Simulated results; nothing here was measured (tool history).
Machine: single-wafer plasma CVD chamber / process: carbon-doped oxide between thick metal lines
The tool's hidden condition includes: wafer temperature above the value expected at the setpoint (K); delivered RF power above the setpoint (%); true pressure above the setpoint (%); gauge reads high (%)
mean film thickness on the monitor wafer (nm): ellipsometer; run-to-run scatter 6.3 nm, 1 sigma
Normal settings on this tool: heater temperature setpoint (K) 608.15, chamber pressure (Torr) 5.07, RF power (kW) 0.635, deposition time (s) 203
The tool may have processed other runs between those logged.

run,hour,heater temperature setpoint (K),chamber pressure (Torr),RF power (kW),deposition time (s),wafers since the last listed run,hours since the last thermocouple change,hours since the last RF generator calibration,hours since the last manometer calibration,hours since the showerhead was replaced,hours since the gauge calibration,"read-back reference wafer on the same gauge, thickness_nm",mean film thickness on the monitor wafer (nm)
1,0.0,608.15,5.07,0.635,203,0,175.9,483.5,1016.7,3661.9,932.5,1228.812,1337.974
# hour 69.9: capacitance manometer re-zeroed and calibrated
2,93.8,608.15,5.07,0.635,203,658,269.7,577.3,23.9,3755.7,1026.3,1230.865,1335.155
# hour 115.5: gauge calibrated
3,191.1,608.15,5.07,0.635,203,746,367.0,674.6,121.2,3853.0,75.6,1229.377,1310.759
4,228.7,608.15,5.07,0.635,203,288,404.6,712.2,158.8,3890.6,113.2,1230.358,1315.713
5,270.3,608.15,5.07,0.635,203,319,446.2,753.8,200.4,3932.2,154.8,1231.143,1317.526
6,369.3,608.15,5.07,0.635,203,759,545.2,852.8,299.4,4031.2,253.8,1229.373,1309.440
7,417.9,608.15,5.07,0.635,174,372,593.8,901.4,348.0,4079.8,302.4,1230.331,1117.778
8,456.1,608.15,5.07,0.635,174,293,632.0,939.6,386.2,4118.0,340.6,1228.983,1121.626
9,523.3,608.15,5.07,0.635,174,515,699.2,1006.8,453.4,4185.2,407.8,1230.182,1126.684
10,586.9,608.15,5.07,0.635,203,487,762.8,1070.4,517.0,4248.8,471.4,1230.422,1309.107
11,631.2,608.15,5.07,0.635,203,339,807.1,1114.7,561.3,4293.1,515.7,1230.182,1305.737
12,688.7,608.15,5.07,0.635,203,441,864.6,1172.2,618.8,4350.6,573.2,1229.140,1311.547
13,755.6,608.15,5.07,0.695,203,513,931.5,1239.1,685.7,4417.5,640.1,1230.313,1403.362
14,834.8,608.15,5.07,0.635,203,607,1010.7,1318.3,764.9,4496.7,719.3,1230.343,1291.833
15,870.9,608.15,4.43,0.590,203,276,1046.8,1354.4,801.0,4532.8,755.4,1231.632,1194.932
16,970.7,622.15,5.07,0.635,235,765,1146.6,1454.2,900.8,4632.6,855.2,1230.195,1430.376
17,1036.1,608.15,5.77,0.730,178,501,1212.0,1519.6,966.2,4698.0,920.6,1229.257,1270.383
18,1108.1,596.15,5.07,0.635,203,552,1284.0,1591.6,1038.2,4770.0,992.6,1230.881,1336.856
# hour 1130.6: showerhead replaced
19,1151.3,613.15,3.81,0.520,225,270,1327.2,1634.8,1081.4,20.7,1035.8,1228.802,1133.950
# hour 1175.1: RF generator calibrated
# hour 1192.5: gauge calibrated
20,1198.8,598.15,5.07,0.635,203,302,1374.7,23.7,1128.9,68.2,6.3,1229.319,1382.725
# hour 1270.0: capacitance manometer re-zeroed and calibrated
21,1291.1,621.15,3.88,0.635,203,646,1467.0,116.0,21.1,160.5,98.6,1229.003,1230.751
# hour 1339.2: thermocouple changed; heater temperature recalibrated
22,1342.6,608.15,5.07,0.635,203,333,3.4,167.5,72.6,212.0,150.1,1229.024,1331.083
23,1443.0,599.15,6.03,0.670,180,770,103.8,267.9,173.0,312.4,250.5,1230.031,1277.389
24,1511.6,608.15,5.07,0.635,203,526,172.4,336.5,241.6,381.0,319.1,1228.377,1320.423
25,1578.2,608.15,5.07,0.635,214,510,239.0,403.1,308.2,447.6,385.7,1231.037,1390.322
26,1675.7,608.15,5.07,0.635,203,747,336.5,500.6,405.7,545.1,483.2,1228.964,1306.935

Measured less the same run without the tool's hidden state. The same run-to-run variation is in both; the gauge's scatter may not be:
run,mean film thickness on the monitor wafer (nm)
1,-7.866
2,-9.964
3,-12.336
4,-13.485
5,-14.797
6,-18.074
7,-16.977
8,-18.322
9,-20.820
10,-27.040
11,-29.063
12,-32.062
13,-36.999
14,-39.487
15,-38.793
16,-52.935
17,-49.804
18,-59.210
19,-59.863
20,-16.683
21,-15.105
22,-16.650
23,-16.399
24,-18.339
25,-20.422
26,-21.073

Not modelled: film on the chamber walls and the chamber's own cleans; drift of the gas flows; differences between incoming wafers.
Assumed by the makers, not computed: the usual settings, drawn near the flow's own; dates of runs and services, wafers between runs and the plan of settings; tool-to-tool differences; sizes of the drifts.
